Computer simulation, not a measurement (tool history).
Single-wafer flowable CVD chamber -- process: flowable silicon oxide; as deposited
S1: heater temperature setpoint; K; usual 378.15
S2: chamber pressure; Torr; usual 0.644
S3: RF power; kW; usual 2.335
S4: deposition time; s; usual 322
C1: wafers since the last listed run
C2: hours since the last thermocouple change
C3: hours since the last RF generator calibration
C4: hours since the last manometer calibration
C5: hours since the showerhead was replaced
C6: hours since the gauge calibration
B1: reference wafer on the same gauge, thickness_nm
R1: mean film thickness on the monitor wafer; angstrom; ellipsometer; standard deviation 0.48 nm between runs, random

{"run": 1, "hour": 0.0, "S1": 378.15, "S2": 0.644, "S3": 2.335, "S4": 322, "C1": 0, "C2": 1840.3, "C3": 249.7, "C4": 1764.8, "C5": 2211.9, "C6": 1105.3, "B1": 142.966, "R1": 1276.87}
{"run": 2, "hour": 33.2, "S1": 378.15, "S2": 0.644, "S3": 2.335, "S4": 322, "C1": 131, "C2": 1873.5, "C3": 282.9, "C4": 1798, "C5": 2245.1, "C6": 1138.5, "B1": 143.041, "R1": 1274.94}
{"run": 3, "hour": 100.9, "S1": 378.15, "S2": 0.644, "S3": 2.335, "S4": 322, "C1": 268, "C2": 1941.2, "C3": 350.6, "C4": 1865.7, "C5": 2312.8, "C6": 1206.2, "B1": 142.932, "R1": 1273.17}
{"run": 4, "hour": 171.9, "S1": 371.15, "S2": 0.718, "S3": 2.335, "S4": 322, "C1": 281, "C2": 2012.2, "C3": 421.6, "C4": 1936.7, "C5": 2383.8, "C6": 1277.2, "B1": 142.97, "R1": 1851.27}
{"run": 5, "hour": 207.1, "S1": 378.15, "S2": 0.644, "S3": 2.335, "S4": 322, "C1": 139, "C2": 2047.4, "C3": 456.8, "C4": 1971.9, "C5": 2419, "C6": 1312.4, "B1": 143.102, "R1": 1265.51}
{"hour": 233.0, "done": "thermocouple changed; heater temperature recalibrated"}
{"run": 6, "hour": 236.4, "S1": 378.15, "S2": 0.644, "S3": 2.335, "S4": 379, "C1": 84, "C2": 3.4, "C3": 486.1, "C4": 2001.2, "C5": 2448.3, "C6": 1341.7, "B1": 142.938, "R1": 1451.18}
{"run": 7, "hour": 290.3, "S1": 378.15, "S2": 0.698, "S3": 2.335, "S4": 322, "C1": 213, "C2": 57.3, "C3": 540, "C4": 2055.1, "C5": 2502.2, "C6": 1395.6, "B1": 142.937, "R1": 1341.42}
{"run": 8, "hour": 352.5, "S1": 378.15, "S2": 0.544, "S3": 2.7, "S4": 322, "C1": 246, "C2": 119.5, "C3": 602.2, "C4": 2117.3, "C5": 2564.4, "C6": 1457.8, "B1": 143.052, "R1": 1054.08}
{"run": 9, "hour": 419.8, "S1": 378.15, "S2": 0.743, "S3": 1.955, "S4": 322, "C1": 266, "C2": 186.8, "C3": 669.5, "C4": 2184.6, "C5": 2631.7, "C6": 1525.1, "B1": 143.152, "R1": 1407.35}
{"run": 10, "hour": 449.2, "S1": 390.15, "S2": 0.602, "S3": 1.925, "S4": 375, "C1": 116, "C2": 216.2, "C3": 698.9, "C4": 2214, "C5": 2661.1, "C6": 1554.5, "B1": 143.113, "R1": 862.06}
{"hour": 484.0, "done": "capacitance manometer re-zeroed and calibrated"}
{"run": 11, "hour": 499.3, "S1": 378.15, "S2": 0.644, "S3": 2.065, "S4": 322, "C1": 166, "C2": 266.3, "C3": 749, "C4": 15.3, "C5": 2711.2, "C6": 1604.6, "B1": 142.947, "R1": 1283.09}
{"run": 12, "hour": 545.6, "S1": 364.15, "S2": 0.712, "S3": 2.145, "S4": 343, "C1": 183, "C2": 312.6, "C3": 795.3, "C4": 61.6, "C5": 2757.5, "C6": 1650.9, "B1": 142.979, "R1": 2586.73}
{"run": 13, "hour": 578.4, "S1": 378.15, "S2": 0.644, "S3": 2.335, "S4": 322, "C1": 129, "C2": 345.4, "C3": 828.1, "C4": 94.4, "C5": 2790.3, "C6": 1683.7, "B1": 143.124, "R1": 1290.24}
{"run": 14, "hour": 644.9, "S1": 378.15, "S2": 0.644, "S3": 2.335, "S4": 276, "C1": 263, "C2": 411.9, "C3": 894.6, "C4": 160.9, "C5": 2856.8, "C6": 1750.2, "B1": 142.829, "R1": 1111.69}
{"hour": 677.2, "done": "gauge calibrated"}
{"run": 15, "hour": 678.4, "S1": 378.15, "S2": 0.644, "S3": 2.335, "S4": 322, "C1": 132, "C2": 445.4, "C3": 928.1, "C4": 194.4, "C5": 2890.3, "C6": 1.2, "B1": 143.069, "R1": 1303.22}
{"hour": 696.0, "done": "showerhead replaced"}
{"run": 16, "hour": 721.2, "S1": 378.15, "S2": 0.532, "S3": 2.335, "S4": 262, "C1": 137, "C2": 488.2, "C3": 970.9, "C4": 237.2, "C5": 25.2, "C6": 44, "B1": 142.93, "R1": 865.88}
{"run": 17, "hour": 754.6, "S1": 372.15, "S2": 0.644, "S3": 2.335, "S4": 322, "C1": 132, "C2": 521.6, "C3": 1004.3, "C4": 270.6, "C5": 58.6, "C6": 77.4, "B1": 142.986, "R1": 1625.31}
{"run": 18, "hour": 780.1, "S1": 378.15, "S2": 0.644, "S3": 2.335, "S4": 322, "C1": 101, "C2": 547.1, "C3": 1029.8, "C4": 296.1, "C5": 84.1, "C6": 102.9, "B1": 142.925, "R1": 1301.21}
{"run": 19, "hour": 886.4, "S1": 378.15, "S2": 0.644, "S3": 2.335, "S4": 342, "C1": 421, "C2": 653.4, "C3": 1136.1, "C4": 402.4, "C5": 190.4, "C6": 209.2, "B1": 142.952, "R1": 1369.2}
{"run": 20, "hour": 954.8, "S1": 378.15, "S2": 0.756, "S3": 2.52, "S4": 339, "C1": 271, "C2": 721.8, "C3": 1204.5, "C4": 470.8, "C5": 258.8, "C6": 277.6, "B1": 142.911, "R1": 1607.95}
{"run": 21, "hour": 991.8, "S1": 378.15, "S2": 0.644, "S3": 2.335, "S4": 322, "C1": 146, "C2": 758.8, "C3": 1241.5, "C4": 507.8, "C5": 295.8, "C6": 314.6, "B1": 143.079, "R1": 1296.33}
{"run": 22, "hour": 1048.4, "S1": 378.15, "S2": 0.644, "S3": 2.335, "S4": 303, "C1": 224, "C2": 815.4, "C3": 1298.1, "C4": 564.4, "C5": 352.4, "C6": 371.2, "B1": 142.844, "R1": 1214.61}
{"run": 23, "hour": 1106.3, "S1": 378.15, "S2": 0.644, "S3": 2.335, "S4": 322, "C1": 229, "C2": 873.3, "C3": 1356, "C4": 622.3, "C5": 410.3, "C6": 429.1, "B1": 142.929, "R1": 1288.03}
{"run": 24, "hour": 1148.6, "S1": 378.15, "S2": 0.644, "S3": 2.335, "S4": 322, "C1": 167, "C2": 915.6, "C3": 1398.3, "C4": 664.6, "C5": 452.6, "C6": 471.4, "B1": 142.992, "R1": 1298.28}
{"run": 25, "hour": 1194.3, "S1": 378.15, "S2": 0.532, "S3": 2.335, "S4": 262, "C1": 181, "C2": 961.3, "C3": 1444, "C4": 710.3, "C5": 498.3, "C6": 517.1, "B1": 142.978, "R1": 866.38}
{"run": 26, "hour": 1260.9, "S1": 389.15, "S2": 0.718, "S3": 2.155, "S4": 259, "C1": 263, "C2": 1027.9, "C3": 1510.6, "C4": 776.9, "C5": 564.9, "C6": 583.7, "B1": 143.122, "R1": 771.35}
{"hour": 1284.2, "done": "RF generator calibrated"}
{"run": 27, "hour": 1285.6, "S1": 378.15, "S2": 0.493, "S3": 2.335, "S4": 344, "C1": 66, "C2": 1052.6, "C3": 1.4, "C4": 801.6, "C5": 589.6, "C6": 608.4, "B1": 142.927, "R1": 1055.79}
{"run": 28, "hour": 1337.3, "S1": 378.15, "S2": 0.585, "S3": 2.565, "S4": 322, "C1": 204, "C2": 1104.3, "C3": 53.1, "C4": 853.3, "C5": 641.3, "C6": 660.1, "B1": 143.03, "R1": 1186.21}

Consider 4 possible next runs. They are alternatives, not a sequence: every one starts from the tool as it was left by run 28. What does each give?
{"run": "A", "hour": 1337.8, "S1": 378.15, "S2": 0.644, "S3": 2.335, "S4": 322, "C1": 1, "C2": 1104.8, "C3": 53.6, "C4": 853.8, "C5": 641.8, "C6": 660.6, "B1": "?", "R1": "?"}
{"run": "B", "hour": 1337.8, "S1": 378.15, "S2": 0.526, "S3": 2.17, "S4": 322, "C1": 1, "C2": 1104.8, "C3": 53.6, "C4": 853.8, "C5": 641.8, "C6": 660.6, "B1": "?", "R1": "?"}
{"run": "C", "hour": 1337.8, "S1": 378.15, "S2": 0.644, "S3": 2.745, "S4": 355, "C1": 1, "C2": 1104.8, "C3": 53.6, "C4": 853.8, "C5": 641.8, "C6": 660.6, "B1": "?", "R1": "?"}
{"run": "D", "hour": 1337.8, "S1": 370.15, "S2": 0.644, "S3": 2.165, "S4": 322, "C1": 1, "C2": 1104.8, "C3": 53.6, "C4": 853.8, "C5": 641.8, "C6": 660.6, "B1": "?", "R1": "?"}

run=A B1=143.075 R1=1289.7
run=B B1=143.075 R1=1047.2
run=C B1=143.075 R1=1441.42
run=D B1=143.075 R1=1735.81
Had the tool no hidden state, the same runs would have come out as:
run=A R1=1294.18
run=B R1=1051.43
run=C R1=1446.43
run=D R1=1742.03
